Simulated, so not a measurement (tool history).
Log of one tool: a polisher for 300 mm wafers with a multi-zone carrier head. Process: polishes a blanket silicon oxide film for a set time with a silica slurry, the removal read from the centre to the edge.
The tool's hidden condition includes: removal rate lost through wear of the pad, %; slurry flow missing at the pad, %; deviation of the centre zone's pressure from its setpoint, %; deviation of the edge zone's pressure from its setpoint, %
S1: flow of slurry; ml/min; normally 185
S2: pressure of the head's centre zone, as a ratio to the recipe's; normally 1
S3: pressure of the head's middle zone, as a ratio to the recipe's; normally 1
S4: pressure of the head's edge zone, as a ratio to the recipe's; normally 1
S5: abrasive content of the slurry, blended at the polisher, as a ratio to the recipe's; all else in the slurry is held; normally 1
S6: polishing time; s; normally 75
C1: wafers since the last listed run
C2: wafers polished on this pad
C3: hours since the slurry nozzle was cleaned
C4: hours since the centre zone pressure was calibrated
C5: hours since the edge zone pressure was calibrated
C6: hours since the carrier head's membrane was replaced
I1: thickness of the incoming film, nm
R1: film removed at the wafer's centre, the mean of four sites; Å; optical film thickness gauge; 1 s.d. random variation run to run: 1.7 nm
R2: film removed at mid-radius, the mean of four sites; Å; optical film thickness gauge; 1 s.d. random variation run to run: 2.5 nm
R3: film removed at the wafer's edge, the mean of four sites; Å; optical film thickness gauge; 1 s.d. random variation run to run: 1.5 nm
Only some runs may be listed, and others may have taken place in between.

| run | hour | S1 | S2 | S3 | S4 | S5 | S6 | C1 | C2 | C3 | C4 | C5 | C6 | I1 | R1 | R2 | R3 |
|---|---|---|---|---|---|---|---|---|---|---|---|---|---|---|---|---|---|
| 1 | 0 | 185 | 1 | 1 | 1 | 1 | 75 | 0 | 912 | 624.7 | 1103.2 | 615.1 | 1403.8 | 1671.7 | 2148 | 2164 | 2209 |
| 2 | 6.6 | 185 | 1 | 0.95 | 1 | 1 | 75 | 38 | 950 | 631.3 | 1109.8 | 621.7 | 1410.4 | 1641.1 | 2144 | 2075 | 2210 |
| 3 | 23.6 | 185 | 1 | 0.95 | 1 | 1 | 75 | 98 | 1049 | 648.3 | 1126.8 | 638.7 | 1427.4 | 1685.7 | 2159 | 2093 | 2206 |
| 4 | 30.8 | 185 | 1 | 1 | 1 | 1 | 75 | 41 | 1091 | 655.5 | 1134 | 645.9 | 1434.6 | 1688.5 | 2125 | 2171 | 2195 |
| 5 | 46.9 | 185 | 1 | 1 | 1 | 1 | 75 | 93 | 1184 | 671.6 | 1150.1 | 662 | 1450.7 | 1639.3 | 2163 | 2148 | 2179 |
| 6 | 53.5 | 185 | 1 | 1 | 1 | 1 | 75 | 38 | 1223 | 678.2 | 1156.7 | 668.6 | 1457.3 | 1671 | 2171 | 2173 | 2192 |
|  | 59.4 | carrier head's membrane replaced by a new one |
| 7 | 62.5 | 185 | 1 | 1 | 1 | 1 | 75 | 23 | 1246 | 687.2 | 1165.7 | 677.6 | 3.1 | 1694.6 | 2144 | 2165 | 2189 |
| 8 | 74.4 | 160 | 1 | 1.04 | 1.09 | 0.9 | 75 | 69 | 1315 | 699.1 | 1177.6 | 689.5 | 15 | 1684.4 | 1985 | 2064 | 2114 |
|  | 82.3 | worn pad replaced by a new one |
| 9 | 83.5 | 185 | 1 | 0.94 | 1 | 1 | 90 | 29 | 6 | 708.2 | 1186.7 | 698.6 | 24.1 | 1674 | 2565 | 2496 | 2620 |
|  | 96.9 | slurry nozzle cleaned |
| 10 | 98.5 | 230 | 1.1 | 1 | 0.95 | 1 | 75 | 81 | 88 | 1.6 | 1201.7 | 713.6 | 39.1 | 1648.4 | 2469 | 2233 | 2182 |
|  | 101.6 | centre zone pressure recalibrated |
| 11 | 112.7 | 185 | 0.92 | 1 | 1 | 1 | 64 | 70 | 159 | 15.8 | 11.1 | 727.8 | 53.3 | 1650.6 | 1694 | 1852 | 1852 |
|  | 115.7 | edge zone pressure recalibrated |
| 12 | 121.5 | 185 | 1 | 1 | 1 | 1 | 75 | 39 | 198 | 24.6 | 19.9 | 5.8 | 62.1 | 1669.8 | 2135 | 2155 | 2224 |
| 13 | 131.3 | 170 | 1 | 1 | 0.95 | 0.85 | 93 | 57 | 255 | 34.4 | 29.7 | 15.6 | 71.9 | 1685 | 2399 | 2454 | 2422 |
| 14 | 148.8 | 185 | 1 | 1 | 1 | 1 | 93 | 101 | 357 | 51.9 | 47.2 | 33.1 | 89.4 | 1686.5 | 2699 | 2719 | 2714 |
| 15 | 158 | 185 | 1 | 1 | 1 | 1 | 75 | 53 | 411 | 61.1 | 56.4 | 42.3 | 98.6 | 1645 | 2149 | 2180 | 2181 |

Below are 5 alternative next runs, each starting from the tool's condition after run 15. Predict each:
| A | 158.5 | 185 | 1 | 1.04 | 1 | 1 | 75 | 2 | 414 | 61.6 | 56.9 | 42.8 | 99.1 | 1657.2 | ? | ? | ? |
| B | 158.5 | 245 | 1 | 1 | 1 | 1 | 75 | 2 | 414 | 61.6 | 56.9 | 42.8 | 99.1 | 1657.2 | ? | ? | ? |
| C | 158.5 | 185 | 1 | 1.05 | 0.96 | 1.1 | 75 | 2 | 414 | 61.6 | 56.9 | 42.8 | 99.1 | 1657.2 | ? | ? | ? |
| D | 158.5 | 185 | 1 | 0.96 | 1 | 1 | 75 | 2 | 414 | 61.6 | 56.9 | 42.8 | 99.1 | 1657.2 | ? | ? | ? |
| E | 158.5 | 185 | 1 | 1 | 0.9 | 1 | 75 | 2 | 414 | 61.6 | 56.9 | 42.8 | 99.1 | 1657.2 | ? | ? | ? |

| run | R1 | R2 | R3 |
|---|---|---|---|
| A | 2135 | 2211 | 2203 |
| B | 2235 | 2235 | 2272 |
| C | 2237 | 2333 | 2263 |
| D | 2134 | 2081 | 2205 |
| E | 2135 | 2146 | 2097 |
Had the tool no hidden state, the same runs would have come out as:
| run | R1 | R2 | R3 |
|---|---|---|---|
| A | 2135 | 2211 | 2203 |
| B | 2235 | 2235 | 2272 |
| C | 2237 | 2333 | 2263 |
| D | 2134 | 2081 | 2205 |
| E | 2135 | 2146 | 2097 |

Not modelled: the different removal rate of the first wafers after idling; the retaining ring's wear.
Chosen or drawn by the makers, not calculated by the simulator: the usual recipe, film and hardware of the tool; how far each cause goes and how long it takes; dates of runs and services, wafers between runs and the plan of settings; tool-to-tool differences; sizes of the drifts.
